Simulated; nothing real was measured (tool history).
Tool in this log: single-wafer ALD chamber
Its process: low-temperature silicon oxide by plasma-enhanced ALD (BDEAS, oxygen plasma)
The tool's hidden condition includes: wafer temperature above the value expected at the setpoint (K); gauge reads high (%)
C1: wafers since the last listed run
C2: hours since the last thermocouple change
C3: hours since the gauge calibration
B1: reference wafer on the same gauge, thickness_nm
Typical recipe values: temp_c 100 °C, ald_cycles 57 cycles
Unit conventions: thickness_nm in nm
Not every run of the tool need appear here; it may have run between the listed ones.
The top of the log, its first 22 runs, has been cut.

-- hour=1308.2 thermocouple changed; heater temperature recalibrated
run 23 hour=1326.1 | temp_c=86 ald_cycles=61 | C1=186 C2=17.9 C3=1968.4 | B1=9.322 | thickness_nm=9.468
run 24 hour=1367.4 | temp_c=100 ald_cycles=57 | C1=177 C2=59.2 C3=2009.7 | B1=9.334 | thickness_nm=8.303
run 25 hour=1407.6 | temp_c=107 ald_cycles=52 | C1=172 C2=99.4 C3=2049.9 | B1=9.335 | thickness_nm=7.518
run 26 hour=1448.1 | temp_c=105 ald_cycles=57 | C1=173 C2=139.9 C3=2090.4 | B1=9.327 | thickness_nm=8.201
-- hour=1459.0 gauge calibrated
run 27 hour=1495.4 | temp_c=100 ald_cycles=57 | C1=203 C2=187.2 C3=36.4 | B1=9.332 | thickness_nm=8.298
run 28 hour=1534.6 | temp_c=115 ald_cycles=60 | C1=168 C2=226.4 C3=75.6 | B1=9.331 | thickness_nm=8.504
run 29 hour=1590.2 | temp_c=100 ald_cycles=57 | C1=238 C2=282.0 C3=131.2 | B1=9.330 | thickness_nm=8.309
run 30 hour=1638.0 | temp_c=100 ald_cycles=57 | C1=205 C2=329.8 C3=179.0 | B1=9.336 | thickness_nm=8.295
run 31 hour=1665.0 | temp_c=100 ald_cycles=57 | C1=115 C2=356.8 C3=206.0 | B1=9.329 | thickness_nm=8.371
run 32 hour=1700.8 | temp_c=87 ald_cycles=53 | C1=153 C2=392.6 C3=241.8 | B1=9.331 | thickness_nm=8.180
run 33 hour=1759.3 | temp_c=107 ald_cycles=61 | C1=251 C2=451.1 C3=300.3 | B1=9.325 | thickness_nm=8.794
run 34 hour=1791.6 | temp_c=86 ald_cycles=53 | C1=138 C2=483.4 C3=332.6 | B1=9.324 | thickness_nm=8.187
run 35 hour=1854.7 | temp_c=95 ald_cycles=61 | C1=270 C2=546.5 C3=395.7 | B1=9.329 | thickness_nm=9.102
run 36 hour=1895.0 | temp_c=100 ald_cycles=64 | C1=173 C2=586.8 C3=436.0 | B1=9.328 | thickness_nm=9.363
run 37 hour=1933.7 | temp_c=100 ald_cycles=57 | C1=166 C2=625.5 C3=474.7 | B1=9.331 | thickness_nm=8.360
run 38 hour=1989.7 | temp_c=89 ald_cycles=57 | C1=240 C2=681.5 C3=530.7 | B1=9.333 | thickness_nm=8.702
run 39 hour=2028.2 | temp_c=111 ald_cycles=62 | C1=165 C2=720.0 C3=569.2 | B1=9.325 | thickness_nm=8.858
run 40 hour=2062.6 | temp_c=100 ald_cycles=57 | C1=147 C2=754.4 C3=603.6 | B1=9.336 | thickness_nm=8.285

Alternative continuations, all from the tool just after run 40; predict every row:
run A hour=2063.1 | temp_c=100 ald_cycles=57 | C1=2 C2=754.9 C3=604.1 | B1=? | thickness_nm=?
run B hour=2063.1 | temp_c=100 ald_cycles=67 | C1=2 C2=754.9 C3=604.1 | B1=? | thickness_nm=?
run C hour=2063.1 | temp_c=93 ald_cycles=67 | C1=2 C2=754.9 C3=604.1 | B1=? | thickness_nm=?
run D hour=2063.1 | temp_c=93 ald_cycles=68 | C1=2 C2=754.9 C3=604.1 | B1=? | thickness_nm=?

run=A B1=9.328 thickness_nm=8.273
run=B B1=9.328 thickness_nm=9.725
run=C B1=9.328 thickness_nm=10.005
run=D B1=9.328 thickness_nm=10.154
With the hidden condition removed and each run's random variation left untouched, the same runs would have given:
run=A thickness_nm=8.273
run=B thickness_nm=9.725
run=C thickness_nm=10.005
run=D thickness_nm=10.154
